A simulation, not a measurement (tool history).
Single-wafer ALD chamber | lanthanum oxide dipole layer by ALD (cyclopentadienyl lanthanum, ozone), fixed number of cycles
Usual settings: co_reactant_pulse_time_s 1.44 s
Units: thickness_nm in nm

| run | hour | co_reactant_pulse_time_s | read-back reference wafer on the same gauge, thickness_nm | thickness_nm |
|---|---|---|---|---|
| 1 | 0 | 1.44 | 0.479 | 0.594 |
| 2 | 53.9 | 1.44 | 0.479 | 0.593 |
| 3 | 119.2 | 1.44 | 0.479 | 0.592 |
| 4 | 212.3 | 1.44 | 0.479 | 0.592 |
| 5 | 288.5 | 1.44 | 0.479 | 0.59 |
| 6 | 390.6 | 1.44 | 0.479 | 0.591 |
| 7 | 452.9 | 1.44 | 0.479 | 0.587 |
| 8 | 501.5 | 1.44 | 0.479 | 0.587 |
| 9 | 568.6 | 1.44 | 0.479 | 0.585 |
|  | 600 | thermocouple changed; heater temperature recalibrated |
| 10 | 674.2 | 1.44 | 0.479 | 0.585 |
| 11 | 776.3 | 1.44 | 0.479 | 0.584 |
|  | 785.3 | gauge calibrated |
| 12 | 834.5 | 1.44 | 0.479 | 0.584 |
| 13 | 918.4 | 1.18 | 0.479 | 0.555 |
|  | 943.1 | ozone generator serviced |
| 14 | 1010.3 | 1.97 | 0.479 | 0.617 |
|  | 1037.5 | showerhead replaced |
| 15 | 1106.2 | 1.19 | 0.479 | 0.573 |
| 16 | 1173.7 | 1.64 | 0.479 | 0.601 |
| 17 | 1244.4 | 1.29 | 0.479 | 0.582 |
| 18 | 1293.5 | 1.1 | 0.479 | 0.561 |

Run 19 comes next. What will it give?
| 19 | 1350.1 | 0.98 | ? | ? |

{"run 19": {"read-back reference wafer on the same gauge, thickness_nm": 0.479, "thickness_nm": 0.545}}
Without the tool's hidden state the same run would have given thickness_nm 0.549 nm.
